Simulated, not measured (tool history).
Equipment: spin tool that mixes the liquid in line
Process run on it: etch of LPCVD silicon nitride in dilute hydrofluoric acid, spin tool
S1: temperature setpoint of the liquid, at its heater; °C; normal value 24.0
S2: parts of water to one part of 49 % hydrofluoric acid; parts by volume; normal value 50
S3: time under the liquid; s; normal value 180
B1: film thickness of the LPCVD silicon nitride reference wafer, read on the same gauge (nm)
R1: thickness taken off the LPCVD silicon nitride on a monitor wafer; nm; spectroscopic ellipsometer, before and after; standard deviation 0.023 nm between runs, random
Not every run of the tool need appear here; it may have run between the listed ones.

run,day,S1,S2,S3,B1,R1
1,0.000,27.5,50,180,149.970,2.095
2,1.067,24.0,50,180,150.027,1.599
3,1.696,24.0,50,180,150.006,1.662
# day 2.500: gauge calibrated
4,2.517,24.0,50,180,149.952,1.641
5,4.938,24.0,50,220,149.992,1.957
6,5.529,24.0,50,220,150.004,1.973
7,6.329,24.0,50,220,150.014,1.991
8,7.712,22.0,50,180,150.004,1.424
9,8.312,24.0,50,180,150.002,1.638
10,9.229,24.0,50,180,150.028,1.589
# day 10.017: hydrofluoric acid flow meter replaced
11,10.508,24.0,50,180,149.991,1.821
12,11.662,24.0,50,180,150.011,1.804
13,12.942,28.0,50,180,150.005,2.383
14,15.750,28.5,50,145,149.948,1.916
15,16.746,26.5,60,180,150.038,1.791
16,17.725,24.0,50,180,149.945,1.797
17,18.225,24.0,50,180,149.991,1.823
18,19.671,28.0,50,260,150.057,3.303
19,20.712,28.0,50,180,150.012,2.291
20,22.175,24.0,25,180,150.016,3.460
21,23.096,24.0,50,180,149.993,1.813
# day 24.442: thermometer replaced
22,24.479,19.5,50,140,149.992,1.032
23,25.771,26.5,70,75,150.007,0.626
24,26.783,21.5,40,110,150.015,1.104
25,28.250,24.0,50,90,149.985,0.874
26,28.900,26.0,50,180,150.035,1.977
27,29.912,24.0,60,210,149.996,1.691
28,31.121,22.5,50,210,150.014,1.822
29,32.512,21.0,70,135,150.016,0.766
30,33.500,24.0,70,180,150.002,1.212
31,34.883,24.0,50,75,149.966,0.711
32,36.325,26.0,50,110,150.001,1.196

Each row is a separate what-if for the run after 32, all from the same tool condition, not one after another. Results?
A,36.346,24.0,50,180,?,?
B,36.346,26.0,35,240,?,?
C,36.346,20.0,25,95,?,?
D,36.346,21.0,55,130,?,?

run,B1,R1
A,149.974,1.757
B,149.974,3.798
C,149.974,1.380
D,149.974,0.943
Without the tool's hidden state the same runs would have given:
run,R1
A,1.904
B,4.113
C,1.492
D,1.021
